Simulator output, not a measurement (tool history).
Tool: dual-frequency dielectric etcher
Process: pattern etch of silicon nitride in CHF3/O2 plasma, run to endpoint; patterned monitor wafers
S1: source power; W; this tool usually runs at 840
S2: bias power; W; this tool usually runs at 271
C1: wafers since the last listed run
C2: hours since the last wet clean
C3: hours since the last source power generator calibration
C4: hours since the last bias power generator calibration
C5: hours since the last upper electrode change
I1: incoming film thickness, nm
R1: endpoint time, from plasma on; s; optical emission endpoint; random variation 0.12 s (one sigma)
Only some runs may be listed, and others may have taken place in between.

Run 1, hour 0.0: usual settings but S2 233 W; C1 0; C2 356.2; C3 2131.3; C4 3823.9; C5 4748.4; I1 60.1. Result: R1 32.0 s.
Run 2, hour 20.9: usual settings; C1 242; C2 377.1; C3 2152.2; C4 3844.8; C5 4769.3; I1 60.2. Result: R1 30.5 s.
Run 3, hour 27.2: usual settings; C1 73; C2 383.4; C3 2158.5; C4 3851.1; C5 4775.6; I1 59.6. Result: R1 30.1 s.
Run 4, hour 36.4: usual settings; C1 106; C2 392.6; C3 2167.7; C4 3860.3; C5 4784.8; I1 59.3. Result: R1 30.1 s.
Run 5, hour 43.2: usual settings; C1 78; C2 399.4; C3 2174.5; C4 3867.1; C5 4791.6; I1 59.9. Result: R1 30.2 s.
Run 6, hour 49.3: usual settings; C1 70; C2 405.5; C3 2180.6; C4 3873.2; C5 4797.7; I1 60.2. Result: R1 30.4 s.
Run 7, hour 65.8: usual settings; C1 191; C2 422.0; C3 2197.1; C4 3889.7; C5 4814.2; I1 59.7. Result: R1 30.2 s.
Run 8, hour 74.3: usual settings; C1 98; C2 430.5; C3 2205.6; C4 3898.2; C5 4822.7; I1 59.5. Result: R1 30.2 s.
Run 9, hour 87.6: usual settings but S1 720 W; C1 154; C2 443.8; C3 2218.9; C4 3911.5; C5 4836.0; I1 60.1. Result: R1 31.7 s.
At hour 93.7: source power generator calibrated.
Run 10, hour 99.3: usual settings; C1 89; C2 455.5; C3 5.6; C4 3923.2; C5 4847.7; I1 59.7. Result: R1 30.0 s.
Run 11, hour 108.3: usual settings but S1 700 W, S2 299 W; C1 104; C2 464.5; C3 14.6; C4 3932.2; C5 4856.7; I1 60.1. Result: R1 30.8 s.
At hour 137.6: wet clean of the chamber.
At hour 152.3: upper electrode replaced.
Run 12, hour 152.8: usual settings but S1 910 W; C1 67; C2 15.2; C3 59.1; C4 3976.7; C5 0.5; I1 59.4. Result: R1 30.5 s.
Run 13, hour 153.1: usual settings but S1 1000 W; C1 3; C2 15.5; C3 59.4; C4 3977.0; C5 0.8; I1 59.5. Result: R1 29.8 s.
Run 14, hour 153.5: usual settings but S1 720 W, S2 215 W; C1 4; C2 15.9; C3 59.8; C4 3977.4; C5 1.2; I1 60.0. Result: R1 35.5 s.
Run 15, hour 160.1: usual settings but S1 700 W, S2 241 W; C1 76; C2 22.5; C3 66.4; C4 3984.0; C5 7.8; I1 59.9. Result: R1 34.1 s.
Run 16, hour 174.3: usual settings but S1 640 W; C1 164; C2 36.7; C3 80.6; C4 3998.2; C5 22.0; I1 60.0. Result: R1 34.0 s.
Run 17, hour 190.1: usual settings but S1 680 W, S2 246 W; C1 183; C2 52.5; C3 96.4; C4 4014.0; C5 37.8; I1 59.9. Result: R1 34.3 s.
At hour 197.6: bias power generator calibrated.
Run 18, hour 198.5: usual settings but S1 670 W, S2 212 W; C1 50; C2 60.9; C3 104.8; C4 0.9; C5 46.2; I1 59.9. Result: R1 36.4 s.
Run 19, hour 210.1: usual settings but S2 332 W; C1 134; C2 72.5; C3 116.4; C4 12.5; C5 57.8; I1 59.7. Result: R1 29.2 s.
Run 20, hour 216.8: usual settings; C1 77; C2 79.2; C3 123.1; C4 19.2; C5 64.5; I1 60.1. Result: R1 31.3 s.
Run 21, hour 223.8: usual settings but S1 690 W, S2 309 W; C1 81; C2 86.2; C3 130.1; C4 26.2; C5 71.5; I1 60.5. Result: R1 32.0 s.
Run 22, hour 241.1: usual settings but S1 670 W, S2 316 W; C1 200; C2 103.5; C3 147.4; C4 43.5; C5 88.8; I1 60.2. Result: R1 31.8 s.
Run 23, hour 249.7: usual settings but S1 990 W, S2 248 W; C1 99; C2 112.1; C3 156.0; C4 52.1; C5 97.4; I1 59.7. Result: R1 30.6 s.
Run 24, hour 259.7: usual settings; C1 115; C2 122.1; C3 166.0; C4 62.1; C5 107.4; I1 60.0. Result: R1 31.2 s.

Some steps in R1 between neighbouring runs. How much of each would the tool show without its hidden state too (settings, what came in, random variation), and how much is left for the hidden state, with any gauge scatter that isn't in both results?
Hidden state present: etch rate over this chamber's usual, %; source power that arrives over what is set, %; bias power that arrives over what is set, %.
Run 1 -> 2: S2 233 -> 271. R1 -1.5 s: hidden state -0.1, all else -1.4.
Run 11 -> 12: S1 700 -> 910, S2 299 -> 271, wet clean of the chamber, upper electrode replaced. R1 -0.3 s: hidden state +1.4, all else -1.7.
Run 13 -> 14: S1 1000 -> 720, S2 271 -> 215. R1 +5.7 s: hidden state -0.1, all else +5.8.
Run 18 -> 19: S1 670 -> 840, S2 212 -> 332. R1 -7.2 s: hidden state +0.1, all else -7.3.

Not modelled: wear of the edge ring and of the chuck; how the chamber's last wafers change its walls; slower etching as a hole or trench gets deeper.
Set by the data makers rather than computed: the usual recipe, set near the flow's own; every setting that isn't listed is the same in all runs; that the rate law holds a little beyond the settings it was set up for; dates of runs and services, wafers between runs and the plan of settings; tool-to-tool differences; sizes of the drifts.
